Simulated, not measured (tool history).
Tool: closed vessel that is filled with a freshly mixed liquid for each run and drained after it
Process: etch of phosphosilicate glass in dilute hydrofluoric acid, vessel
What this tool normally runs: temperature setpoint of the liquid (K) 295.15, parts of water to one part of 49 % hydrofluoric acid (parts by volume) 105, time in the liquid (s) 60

| run | hour | temperature setpoint of the liquid (K) | parts of water to one part of 49 % hydrofluoric acid (parts by volume) | time in the liquid (s) | read-back film thickness of the phosphosilicate glass reference wafer, read on the same gauge (nm) | thickness taken off the phosphosilicate glass on a monitor wafer (Å) |
|---|---|---|---|---|---|---|
| 1 | 0.0 | 295.15 | 105 | 60 | 139.99 | 674.5 |
| 2 | 15.3 | 295.15 | 105 | 60 | 140.01 | 667.9 |
| 3 | 44.3 | 295.15 | 75 | 60 | 139.97 | 982.9 |
|  | 149.8 | gauge calibrated |
| 4 | 151.7 | 295.15 | 75 | 60 | 140.02 | 970.7 |
| 5 | 169.3 | 295.15 | 75 | 60 | 140.01 | 958.8 |
|  | 176.4 | hydrofluoric acid flow meter replaced |
| 6 | 197.4 | 292.15 | 105 | 45 | 139.99 | 490.4 |
| 7 | 230.3 | 295.15 | 105 | 35 | 140.01 | 430.4 |
| 8 | 260.7 | 295.15 | 105 | 45 | 140.03 | 553.8 |
| 9 | 276.3 | 295.15 | 105 | 45 | 140.00 | 551.2 |
| 10 | 324.6 | 299.65 | 155 | 60 | 140.00 | 555.5 |
| 11 | 344.0 | 295.15 | 85 | 60 | 140.02 | 920.1 |
|  | 375.4 | thermometer replaced |
| 12 | 375.9 | 295.15 | 105 | 60 | 140.02 | 723.4 |
| 13 | 394.8 | 295.15 | 105 | 60 | 140.00 | 723.6 |
| 14 | 407.2 | 297.65 | 85 | 75 | 140.02 | 1269.9 |
| 15 | 422.5 | 295.15 | 105 | 60 | 140.02 | 724.0 |

Run 16 has not been measured yet. What should we expect?
| 16 | 435.7 | 292.65 | 120 | 30 | ? | ? |

{"run 16": {"read-back film thickness of the phosphosilicate glass reference wafer, read on the same gauge (nm)": 139.98, "thickness taken off the phosphosilicate glass on a monitor wafer (Å)": 281.6}}
The same run, on a tool lacking any hidden state, would have yielded thickness taken off the phosphosilicate glass on a monitor wafer (Å) 289.1.
